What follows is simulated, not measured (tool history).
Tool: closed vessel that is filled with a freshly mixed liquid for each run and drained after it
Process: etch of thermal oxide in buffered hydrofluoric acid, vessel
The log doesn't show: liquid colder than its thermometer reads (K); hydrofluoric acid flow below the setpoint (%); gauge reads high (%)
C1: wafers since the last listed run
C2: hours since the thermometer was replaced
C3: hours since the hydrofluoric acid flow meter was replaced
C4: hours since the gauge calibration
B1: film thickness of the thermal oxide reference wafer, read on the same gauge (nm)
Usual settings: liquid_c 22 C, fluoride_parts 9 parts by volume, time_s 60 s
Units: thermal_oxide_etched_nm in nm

run 1 day=0 | liquid_c=22 fluoride_parts=10.5 time_s=30 | C1=0 C2=2288.8 C3=614.9 C4=1781.9 | B1=80.02 | thermal_oxide_etched_nm=29.94
run 2 day=1.85 | liquid_c=22 fluoride_parts=10.5 time_s=30 | C1=4724 C2=2333.2 C3=659.3 C4=1826.3 | B1=80.01 | thermal_oxide_etched_nm=29.19
run 3 day=3.85 | liquid_c=22 fluoride_parts=10.5 time_s=30 | C1=5107 C2=2381.2 C3=707.3 C4=1874.3 | B1=79.95 | thermal_oxide_etched_nm=29.4
run 4 day=6.079 | liquid_c=22 fluoride_parts=9 time_s=70 | C1=5693 C2=2434.7 C3=760.8 C4=1927.8 | B1=79.98 | thermal_oxide_etched_nm=80.48
run 5 day=8.042 | liquid_c=22 fluoride_parts=9 time_s=70 | C1=5012 C2=2481.8 C3=807.9 C4=1974.9 | B1=80.03 | thermal_oxide_etched_nm=77.88
run 6 day=10.212 | liquid_c=22 fluoride_parts=9 time_s=70 | C1=5544 C2=2533.9 C3=860 C4=2027 | B1=80 | thermal_oxide_etched_nm=78.64
-- day=13.529 hydrofluoric acid flow meter replaced
run 7 day=18.075 | liquid_c=22 fluoride_parts=9 time_s=60 | C1=19973 C2=2722.6 C3=109.1 C4=2215.7 | B1=80.02 | thermal_oxide_etched_nm=70.95
run 8 day=21.746 | liquid_c=22 fluoride_parts=9 time_s=60 | C1=9375 C2=2810.7 C3=197.2 C4=2303.8 | B1=80.02 | thermal_oxide_etched_nm=70.68
run 9 day=25.975 | liquid_c=22 fluoride_parts=9 time_s=60 | C1=10800 C2=2912.2 C3=298.7 C4=2405.3 | B1=80.02 | thermal_oxide_etched_nm=69.67
run 10 day=29.212 | liquid_c=22 fluoride_parts=9 time_s=60 | C1=8268 C2=2989.9 C3=376.4 C4=2483 | B1=80.03 | thermal_oxide_etched_nm=69.77
run 11 day=30.954 | liquid_c=19.5 fluoride_parts=9 time_s=30 | C1=4448 C2=3031.7 C3=418.2 C4=2524.8 | B1=80.03 | thermal_oxide_etched_nm=30.14
-- day=31.692 gauge calibrated
run 12 day=33.479 | liquid_c=19.5 fluoride_parts=9 time_s=30 | C1=6448 C2=3092.3 C3=478.8 C4=42.9 | B1=79.98 | thermal_oxide_etched_nm=30.14
run 13 day=35.746 | liquid_c=24.5 fluoride_parts=9 time_s=60 | C1=5788 C2=3146.7 C3=533.2 C4=97.3 | B1=79.98 | thermal_oxide_etched_nm=79.47
run 14 day=38.296 | liquid_c=19.5 fluoride_parts=9 time_s=30 | C1=6512 C2=3207.9 C3=594.4 C4=158.5 | B1=79.97 | thermal_oxide_etched_nm=29.44
run 15 day=39.9 | liquid_c=19.5 fluoride_parts=9 time_s=30 | C1=4096 C2=3246.4 C3=632.9 C4=197 | B1=80.02 | thermal_oxide_etched_nm=29.41
run 16 day=42.7 | liquid_c=25 fluoride_parts=9 time_s=60 | C1=7150 C2=3313.6 C3=700.1 C4=264.2 | B1=80 | thermal_oxide_etched_nm=81.09
-- day=44.062 thermometer replaced
run 17 day=45.004 | liquid_c=26 fluoride_parts=9 time_s=60 | C1=5778 C2=22.6 C3=755.4 C4=319.5 | B1=79.97 | thermal_oxide_etched_nm=84.36
run 18 day=48.054 | liquid_c=22 fluoride_parts=9 time_s=85 | C1=7789 C2=95.8 C3=828.6 C4=392.7 | B1=80.03 | thermal_oxide_etched_nm=95.34
run 19 day=49.592 | liquid_c=20 fluoride_parts=6 time_s=45 | C1=3926 C2=132.7 C3=865.5 C4=429.6 | B1=79.99 | thermal_oxide_etched_nm=66.17
-- day=53.446 hydrofluoric acid flow meter replaced
run 20 day=53.733 | liquid_c=24.5 fluoride_parts=5.5 time_s=60 | C1=10471 C2=232.1 C3=6.9 C4=529 | B1=80 | thermal_oxide_etched_nm=132.88
run 21 day=57.458 | liquid_c=22 fluoride_parts=9 time_s=60 | C1=9513 C2=321.5 C3=96.3 C4=618.4 | B1=80 | thermal_oxide_etched_nm=71.34
run 22 day=61.3 | liquid_c=22 fluoride_parts=9 time_s=60 | C1=9811 C2=413.7 C3=188.5 C4=710.6 | B1=80.01 | thermal_oxide_etched_nm=69.82
run 23 day=65.325 | liquid_c=22 fluoride_parts=9 time_s=50 | C1=10279 C2=510.3 C3=285.1 C4=807.2 | B1=79.97 | thermal_oxide_etched_nm=58.73
run 24 day=67.308 | liquid_c=19 fluoride_parts=9 time_s=85 | C1=5065 C2=557.9 C3=332.7 C4=854.8 | B1=79.98 | thermal_oxide_etched_nm=82.88
run 25 day=71.592 | liquid_c=19 fluoride_parts=11.5 time_s=95 | C1=10939 C2=660.7 C3=435.5 C4=957.6 | B1=80.03 | thermal_oxide_etched_nm=74.79
run 26 day=75.229 | liquid_c=25.5 fluoride_parts=10 time_s=60 | C1=9289 C2=748 C3=522.8 C4=1044.9 | B1=79.97 | thermal_oxide_etched_nm=76.49
run 27 day=78.658 | liquid_c=22 fluoride_parts=9 time_s=30 | C1=8757 C2=830.3 C3=605.1 C4=1127.2 | B1=80 | thermal_oxide_etched_nm=33.96

Forecast run 28:
run 28 day=80.979 | liquid_c=22 fluoride_parts=9 time_s=60 | C1=5927 C2=886 C3=660.8 C4=1182.9 | B1=? | thermal_oxide_etched_nm=?

{"run 28": {"B1": 80.03, "thermal_oxide_etched_nm": 66.98}}
Without the tool's hidden state the same run would have given thermal_oxide_etched_nm 70.37 nm.
